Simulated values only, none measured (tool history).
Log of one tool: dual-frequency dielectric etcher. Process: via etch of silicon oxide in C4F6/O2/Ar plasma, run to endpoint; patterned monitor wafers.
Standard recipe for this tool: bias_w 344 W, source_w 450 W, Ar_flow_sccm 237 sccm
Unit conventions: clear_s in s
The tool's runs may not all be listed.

run,hour,bias_w,source_w,Ar_flow_sccm,wafers since the last listed run,hours since the last wet clean,hours since the last bias power generator calibration,hours since the last source power generator calibration,hours since the last Ar flow controller change,hours since the last upper electrode change,"incoming incoming film thickness, nm",clear_s
1,0,344,450,237,0,376.2,3700.2,3476.1,2523.2,5627.6,114.3,26.4
2,22.1,344,450,237,368,398.3,3722.3,3498.2,2545.3,5649.7,114.2,26.6
3,44.3,344,450,237,370,420.5,3744.5,3520.4,2567.5,5671.9,113.2,25.6
4,68,344,450,237,395,444.2,3768.2,3544.1,2591.2,5695.6,115.1,26.6
5,87.9,344,450,237,332,464.1,3788.1,3564,2611.1,5715.5,112.7,26.2
6,120.5,344,450,237,544,496.7,3820.7,3596.6,2643.7,5748.1,113.5,26.1
7,139.7,344,450,210,320,515.9,3839.9,3615.8,2662.9,5767.3,113.7,25.9
8,167.6,265,510,180,465,543.8,3867.8,3643.7,2690.8,5795.2,113.8,24.8
# hour 182.1: source power generator calibrated
# hour 209.9: wet clean of the chamber
# hour 213.7: bias power generator calibrated
# hour 259.5: upper electrode replaced
# hour 262.4: wet clean of the chamber, repeated, since the last time left the tool worse
9,262.9,408,450,215,611,0.5,49.2,80.8,2786.1,3.4,113,23.9
# hour 288.3: Ar flow controller replaced
10,288.8,344,450,237,332,26.4,75.1,106.7,0.5,29.3,114.3,25.3
11,310.2,344,450,291,357,47.8,96.5,128.1,21.9,50.7,114.4,26.2
12,334.7,344,450,210,408,72.3,121,152.6,46.4,75.2,115.9,25.1
13,403.3,344,390,237,1145,140.9,189.6,221.2,115,143.8,114.7,27.7
14,435.2,392,550,199,532,172.8,221.5,253.1,146.9,175.7,113.4,22

Hidden condition of the tool, last listed run before each entry between runs versus first listed run after:
After run 8, before run 9: source power generator calibrated (hour 182.1); wet clean of the chamber (hour 209.9); bias power generator calibrated (hour 213.7); upper electrode replaced (hour 259.5); wet clean of the chamber, repeated, since the last time left the tool worse (hour 262.4)
  etch rate over this chamber's usual, %: -3.37 -> 0.344
  measured minus no-state result, clear_s: +0.8 -> -0.1 s
After run 9, before run 10: Ar flow controller replaced (hour 288.3)
  etch rate over this chamber's usual, %: 0.344 -> 0.186
  measured minus no-state result, clear_s: -0.1 -> -0.1 s
